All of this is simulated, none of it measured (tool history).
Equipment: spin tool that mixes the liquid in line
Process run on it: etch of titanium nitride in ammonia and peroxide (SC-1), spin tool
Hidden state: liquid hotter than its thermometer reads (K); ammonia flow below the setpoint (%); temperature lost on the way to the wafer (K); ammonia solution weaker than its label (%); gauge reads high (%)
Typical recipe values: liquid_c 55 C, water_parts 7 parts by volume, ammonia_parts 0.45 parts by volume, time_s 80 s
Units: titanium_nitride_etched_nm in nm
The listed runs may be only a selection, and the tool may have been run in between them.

run,hour,liquid_c,water_parts,ammonia_parts,time_s,wafers since the last listed run,hours since the thermometer was replaced,hours since the ammonia flow meter was replaced,hours since the heated supply line was repaired,hours since the drum of ammonia solution was connected,hours since the gauge calibration,"read-back film thickness of the titanium nitride reference wafer, read on the same gauge (nm)",titanium_nitride_etched_nm
1,0,55,7,0.45,80,0,1925.2,854.5,2161.1,653.6,179.2,99.98,7.02
2,27.5,55,7,0.45,80,333,1952.7,882,2188.6,681.1,206.7,99.98,7.02
3,49.6,55,7,0.45,80,268,1974.8,904.1,2210.7,703.2,228.8,100.01,7.03
# hour 82.1: thermometer replaced
4,84.3,50,7,0.45,80,409,2.2,938.8,2245.4,737.9,263.5,99.99,4.96
5,103.9,50,7,0.45,80,237,21.8,958.4,2265,757.5,283.1,100,4.9
6,130.7,55,7,0.4,80,325,48.6,985.2,2291.8,784.3,309.9,100.01,6.8
# hour 135.8: ammonia flow meter replaced
7,144.2,55,7,0.45,80,151,62.1,8.4,2305.3,797.8,323.4,100.01,6.93
8,172.2,55,7,0.45,80,339,90.1,36.4,2333.3,825.8,351.4,100.01,6.9
9,187,55,7,0.45,80,179,104.9,51.2,2348.1,840.6,366.2,100,6.88
10,213.3,45.5,7,0.4,80,319,131.2,77.5,2374.4,866.9,392.5,100,3.46
11,234.1,59,7,0.5,80,252,152,98.3,2395.2,887.7,413.3,100,9.22
12,258.8,55,7,0.45,80,299,176.7,123,2419.9,912.4,438,100.02,6.79
13,285.7,55,7,0.45,80,326,203.6,149.9,2446.8,939.3,464.9,99.98,6.95
# hour 296.9: new drum of ammonia solution connected
14,313.3,55,10,0.45,65,322,231.2,177.5,2474.4,16.4,492.5,99.98,4.61
# hour 330.7: gauge calibrated
15,341.9,55,7,0.45,80,347,259.8,206.1,2503,45,11.2,100,6.91
16,360.6,59,7,0.5,80,227,278.5,224.8,2521.7,63.7,29.9,99.99,9.09
17,375.4,49,7,0.4,95,179,293.3,239.6,2536.5,78.5,44.7,100.02,5.2
# hour 397.7: heated supply line repaired
18,401.7,49,7,0.45,80,307,319.6,265.9,4,104.8,71,100,5.35
19,427.3,55,7,0.45,80,310,345.2,291.5,29.6,130.4,96.6,100.01,8.09
20,462.8,55,5,0.35,95,431,380.7,327,65.1,165.9,132.1,99.99,10.74
21,483.2,55,7,0.45,45,247,401.1,347.4,85.5,186.3,152.5,100,4.55
22,587.5,55,5.5,0.5,80,1266,505.4,451.7,189.8,290.6,256.8,100,9.23
23,602.4,55,5,0.45,120,180,520.3,466.6,204.7,305.5,271.7,100,14.32

Entry by entry between the runs, the difference in hidden state between the last listed run before and the first listed run after:
Between runs 3 and 4: thermometer replaced (hour 82.1)
  temperature lost on the way to the wafer (K): 2.63 -> 2.66
  difference, measured minus the result without the unlogged condition, titanium_nitride_etched_nm: -1.38 -> -1.02 nm
Between runs 6 and 7: ammonia flow meter replaced (hour 135.8)
  temperature lost on the way to the wafer (K): 2.71 -> 2.72
  difference, measured minus the result without the unlogged condition, titanium_nitride_etched_nm: -1.38 -> -1.41 nm
Between runs 13 and 14: new drum of ammonia solution connected (hour 296.9)
  temperature lost on the way to the wafer (K): 2.87 -> 2.9
  difference, measured minus the result without the unlogged condition, titanium_nitride_etched_nm: -1.5 -> -1.01 nm
Between runs 14 and 15: gauge calibrated (hour 330.7)
  temperature lost on the way to the wafer (K): 2.9 -> 2.92
  difference, measured minus the result without the unlogged condition, titanium_nitride_etched_nm: -1.01 -> -1.52 nm
Between runs 17 and 18: heated supply line repaired (hour 397.7)
  temperature lost on the way to the wafer (K): 2.96 -> 0.391
  difference, measured minus the result without the unlogged condition, titanium_nitride_etched_nm: -1.22 -> -0.15 nm
